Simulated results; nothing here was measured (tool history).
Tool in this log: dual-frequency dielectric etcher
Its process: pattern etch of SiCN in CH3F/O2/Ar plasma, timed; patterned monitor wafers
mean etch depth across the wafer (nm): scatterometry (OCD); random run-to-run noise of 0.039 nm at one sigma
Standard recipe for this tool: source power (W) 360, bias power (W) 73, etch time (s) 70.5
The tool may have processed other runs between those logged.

| run | day | source power (W) | bias power (W) | etch time (s) | wafers since the last listed run | hours since the last wet clean | hours since the last source power generator calibration | hours since the last bias power generator calibration | hours since the last upper electrode change | hours since the gauge calibration | read-back reference wafer on the same gauge, depth_nm | mean etch depth across the wafer (nm) |
|---|---|---|---|---|---|---|---|---|---|---|---|---|
| 1 | 0 | 360 | 73 | 82 | 0 | 262.5 | 2272 | 3155.3 | 5780.4 | 434.7 | 26.7 | 30.31 |
| 2 | 0.729 | 290 | 73 | 70.5 | 182 | 280 | 2289.5 | 3172.8 | 5797.9 | 452.2 | 26.7 | 24.18 |
| 3 | 1.233 | 290 | 73 | 70.5 | 126 | 292.1 | 2301.6 | 3184.9 | 5810 | 464.3 | 26.71 | 24.19 |
| 4 | 1.554 | 360 | 73 | 70.5 | 80 | 299.8 | 2309.3 | 3192.6 | 5817.7 | 472 | 26.7 | 26.16 |
| 5 | 2.046 | 300 | 63 | 70.5 | 123 | 311.6 | 2321.1 | 3204.4 | 5829.5 | 483.8 | 26.7 | 23.13 |
| 6 | 2.312 | 390 | 73 | 70.5 | 66 | 318 | 2327.5 | 3210.8 | 5835.9 | 490.2 | 26.69 | 26.89 |
| 7 | 2.65 | 390 | 73 | 70.5 | 84 | 326.1 | 2335.6 | 3218.9 | 5844 | 498.3 | 26.7 | 26.86 |
| 8 | 3.079 | 360 | 73 | 70.5 | 107 | 336.4 | 2345.9 | 3229.2 | 5854.3 | 508.6 | 26.72 | 26.09 |
| 9 | 3.508 | 360 | 73 | 70.5 | 107 | 346.7 | 2356.2 | 3239.5 | 5864.6 | 518.9 | 26.71 | 26.11 |
| 10 | 4.129 | 360 | 73 | 70.5 | 155 | 361.6 | 2371.1 | 3254.4 | 5879.5 | 533.8 | 26.7 | 26.12 |
| 11 | 4.429 | 360 | 73 | 70.5 | 75 | 368.8 | 2378.3 | 3261.6 | 5886.7 | 541 | 26.7 | 26.15 |
|  | 4.904 | gauge calibrated |
| 12 | 5.046 | 360 | 73 | 70.5 | 154 | 383.6 | 2393.1 | 3276.4 | 5901.5 | 3.4 | 26.69 | 26.15 |
|  | 6.233 | source power generator calibrated |
|  | 6.333 | upper electrode replaced |
| 13 | 6.354 | 330 | 78 | 52.5 | 260 | 415 | 2.9 | 3307.8 | 0.5 | 34.8 | 26.7 | 19.42 |
| 14 | 6.371 | 440 | 62 | 62.5 | 4 | 415.4 | 3.3 | 3308.2 | 0.9 | 35.2 | 26.7 | 23.38 |
| 15 | 6.521 | 420 | 90 | 60.5 | 37 | 419 | 6.9 | 3311.8 | 4.5 | 38.8 | 26.72 | 25.84 |
| 16 | 7.079 | 440 | 80 | 70.5 | 139 | 432.4 | 20.3 | 3325.2 | 17.9 | 52.2 | 26.7 | 29.27 |
| 17 | 7.354 | 420 | 66 | 70.5 | 68 | 439 | 26.9 | 3331.8 | 24.5 | 58.8 | 26.7 | 26.59 |
|  | 8.088 | bias power generator calibrated |
|  | 8.896 | wet clean of the chamber |
| 18 | 8.917 | 440 | 73 | 54.5 | 147 | 0.5 | 64.4 | 19.9 | 62 | 96.3 | 26.7 | 21.49 |
| 19 | 9.325 | 360 | 73 | 70.5 | 102 | 10.3 | 74.2 | 29.7 | 71.8 | 106.1 | 26.71 | 25.89 |
| 20 | 9.725 | 440 | 61 | 70.5 | 100 | 19.9 | 83.8 | 39.3 | 81.4 | 115.7 | 26.7 | 25.96 |
| 21 | 10.246 | 360 | 73 | 70.5 | 130 | 32.4 | 96.3 | 51.8 | 93.9 | 128.2 | 26.7 | 25.9 |
| 22 | 10.65 | 360 | 90 | 79.5 | 101 | 42.1 | 106 | 61.5 | 103.6 | 137.9 | 26.7 | 31.83 |
| 23 | 11.212 | 360 | 83 | 70.5 | 141 | 55.6 | 119.5 | 75 | 117.1 | 151.4 | 26.69 | 27.32 |
| 24 | 11.525 | 360 | 73 | 54.5 | 78 | 63.1 | 127 | 82.5 | 124.6 | 158.9 | 26.7 | 20.07 |
| 25 | 12.025 | 420 | 73 | 55.5 | 125 | 75.1 | 139 | 94.5 | 136.6 | 170.9 | 26.7 | 21.61 |
| 26 | 12.683 | 360 | 73 | 70.5 | 165 | 90.9 | 154.8 | 110.3 | 152.4 | 186.7 | 26.71 | 25.98 |
| 27 | 13.258 | 390 | 64 | 70.5 | 144 | 104.7 | 168.6 | 124.1 | 166.2 | 200.5 | 26.7 | 25.38 |
| 28 | 13.746 | 360 | 85 | 83.5 | 122 | 116.4 | 180.3 | 135.8 | 177.9 | 212.2 | 26.7 | 32.66 |
| 29 | 14.058 | 360 | 67 | 83.5 | 78 | 123.9 | 187.8 | 143.3 | 185.4 | 219.7 | 26.69 | 29.72 |
| 30 | 14.604 | 400 | 62 | 76.5 | 136 | 137 | 200.9 | 156.4 | 198.5 | 232.8 | 26.71 | 27.44 |
| 31 | 15.012 | 360 | 73 | 70.5 | 102 | 146.8 | 210.7 | 166.2 | 208.3 | 242.6 | 26.71 | 26.06 |

Below, some changes in mean etch depth across the wafer (nm) between adjacent runs. For each, the amount present without the hidden state too (settings, incoming material, random variation) and the amount remaining for the hidden state with gauge scatter not shared by both compared results:
Hidden state at play: etch rate over this chamber's usual, %; source power that arrives over what is set, %; bias power that arrives over what is set, %; gauge reads high (%).
Run 12 -> 13: source power (W) 360 -> 330, bias power (W) 73 -> 78, etch time (s) 70.5 -> 52.5, source power generator calibrated, upper electrode replaced. mean etch depth across the wafer (nm) -6.73: hidden state -0.08, all else -6.65.
Run 13 -> 14: source power (W) 330 -> 440, bias power (W) 78 -> 62, etch time (s) 52.5 -> 62.5. mean etch depth across the wafer (nm) +3.96: hidden state +0.06, all else +3.9.
Run 17 -> 18: source power (W) 420 -> 440, bias power (W) 66 -> 73, etch time (s) 70.5 -> 54.5, bias power generator calibrated, wet clean of the chamber. mean etch depth across the wafer (nm) -5.1: hidden state -0.37, all else -4.73.
Run 23 -> 24: bias power (W) 83 -> 73, etch time (s) 70.5 -> 54.5. mean etch depth across the wafer (nm) -7.25: hidden state -0.03, all else -7.22.
Run 27 -> 28: source power (W) 390 -> 360, bias power (W) 64 -> 85, etch time (s) 70.5 -> 83.5. mean etch depth across the wafer (nm) +7.28: hidden state +0.06, all else +7.22.
